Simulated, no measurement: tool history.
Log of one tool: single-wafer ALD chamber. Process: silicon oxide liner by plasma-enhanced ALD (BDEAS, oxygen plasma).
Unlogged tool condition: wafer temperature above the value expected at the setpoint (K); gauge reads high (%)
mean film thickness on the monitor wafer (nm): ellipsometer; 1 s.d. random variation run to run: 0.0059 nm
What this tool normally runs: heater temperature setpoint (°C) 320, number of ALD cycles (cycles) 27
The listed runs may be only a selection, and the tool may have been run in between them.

run      day  heater temperature setpoint (°C)  number of ALD cycles (cycles)  wafers since the last listed run  hours since the last thermocouple change  hours since the gauge calibration  read-back reference wafer on the same gauge, thickness_nm  mean film thickness on the monitor wafer (nm)
  1    0.000                               320                             27                                 0                                    1036.1                             1001.9                                                      2.530                                          2.376
  2    2.488                               320                             27                               424                                    1095.8                             1061.6                                                      2.530                                          2.380
  3    4.954                               320                             27                               420                                    1155.0                             1120.8                                                      2.529                                          2.378
  4    6.700                               320                             27                               297                                    1196.9                             1162.7                                                      2.529                                          2.374
  5    8.517                               320                             29                               309                                    1240.5                             1206.3                                                      2.531                                          2.551
  6   10.942                               320                             29                               413                                    1298.7                             1264.5                                                      2.529                                          2.557
  7   12.612                               320                             29                               284                                    1338.8                             1304.6                                                      2.528                                          2.548
  8   15.325                               320                             31                               462                                    1403.9                             1369.7                                                      2.531                                          2.725
  9   18.300                               320                             31                               507                                    1475.3                             1441.1                                                      2.530                                          2.737
 10   21.958                               331                             24                               623                                    1563.1                             1528.9                                                      2.530                                          2.089
 11   24.992                               323                             27                               517                                    1635.9                             1601.7                                                      2.530                                          2.374
 12   29.267                               315                             27                               728                                    1738.5                             1704.3                                                      2.531                                          2.402
 13   31.133                               315                             27                               318                                    1783.3                             1749.1                                                      2.528                                          2.408
 14   33.917                               320                             30                               474                                    1850.1                             1815.9                                                      2.531                                          2.644
 15   37.054                               320                             30                               535                                    1925.4                             1891.2                                                      2.528                                          2.657
 16   38.617                               320                             27                               266                                    1962.9                             1928.7                                                      2.531                                          2.382
 17   42.412                               320                             27                               647                                    2054.0                             2019.8                                                      2.530                                          2.384
 18   46.692                               320                             27                               729                                    2156.7                             2122.5                                                      2.530                                          2.387
      49.692  -- thermocouple changed; heater temperature recalibrated
 19   49.712                               320                             27                               458                                       0.5                             2195.0                                                      2.532                                          2.367
 20   52.196                               329                             27                               423                                      60.1                             2254.6                                                      2.531                                          2.338
 21   54.692                               329                             27                               425                                     120.0                             2314.5                                                      2.529                                          2.335
 22   58.871                               320                             27                               712                                     220.3                             2414.8                                                      2.528                                          2.363
 23   62.458                               320                             27                               611                                     306.4                             2500.9                                                      2.530                                          2.375
 24   64.300                               306                             22                               314                                     350.6                             2545.1                                                      2.532                                          1.959
 25   68.358                               320                             27                               692                                     448.0                             2642.5                                                      2.530                                          2.367
      71.542  -- gauge calibrated
 26   72.246                               333                             24                               662                                     541.3                               16.9                                                      2.531                                          2.068
 27   75.967                               325                             32                               634                                     630.6                              106.2                                                      2.531                                          2.784
 28   77.729                               329                             27                               300                                     672.9                              148.5                                                      2.531                                          2.343
 29   81.238                               314                             25                               598                                     757.1                              232.7                                                      2.530                                          2.218
 30   84.075                               320                             27                               483                                     825.2                              300.8                                                      2.531                                          2.367
 31   86.600                               310                             31                               430                                     885.8                              361.4                                                      2.530                                          2.770
 32   90.821                               326                             22                               719                                     987.1                              462.7                                                      2.530                                          1.918
 33   93.904                               320                             27                               525                                    1061.1                              536.7                                                      2.531                                          2.379
 34   97.433                               310                             29                               601                                    1145.8                              621.4                                                      2.530                                          2.583
 35  100.638                               309                             25                               546                                    1222.7                              698.3                                                      2.531                                          2.239
 36  102.538                               329                             32                               323                                    1268.3                              743.9                                                      2.530                                          2.778
 37  104.575                               320                             27                               347                                    1317.2                              792.8                                                      2.530                                          2.372
 38  107.492                               312                             27                               497                                    1387.2                              862.8                                                      2.531                                          2.394
 39  110.767                               306                             24                               558                                    1465.8                              941.4                                                      2.529                                          2.155
 40  113.300                               327                             27                               431                                    1526.6                             1002.2                                                      2.529                                          2.358
 41  116.321                               326                             22                               515                                    1599.1                             1074.7                                                      2.530                                          1.929
 42  119.321                               308                             32                               511                                    1671.1                             1146.7                                                      2.530                                          2.867
 43  123.417                               325                             27                               698                                    1769.4                             1245.0                                                      2.530                                          2.358

Hidden condition of the tool, last listed run before each entry between runs versus first listed run after:
Between runs 18 and 19: thermocouple changed; heater temperature recalibrated (day 49.692)
  wafer temperature above the value expected at the setpoint (K): -5.9 -> -0.0887
  measured value less the no-hidden-state value, mean film thickness on the monitor wafer (nm): +0.019 -> +0.000
Between runs 25 and 26: gauge calibrated (day 71.542)
  wafer temperature above the value expected at the setpoint (K): -1.26 -> -1.5
  measured value less the no-hidden-state value, mean film thickness on the monitor wafer (nm): +0.004 -> +0.004

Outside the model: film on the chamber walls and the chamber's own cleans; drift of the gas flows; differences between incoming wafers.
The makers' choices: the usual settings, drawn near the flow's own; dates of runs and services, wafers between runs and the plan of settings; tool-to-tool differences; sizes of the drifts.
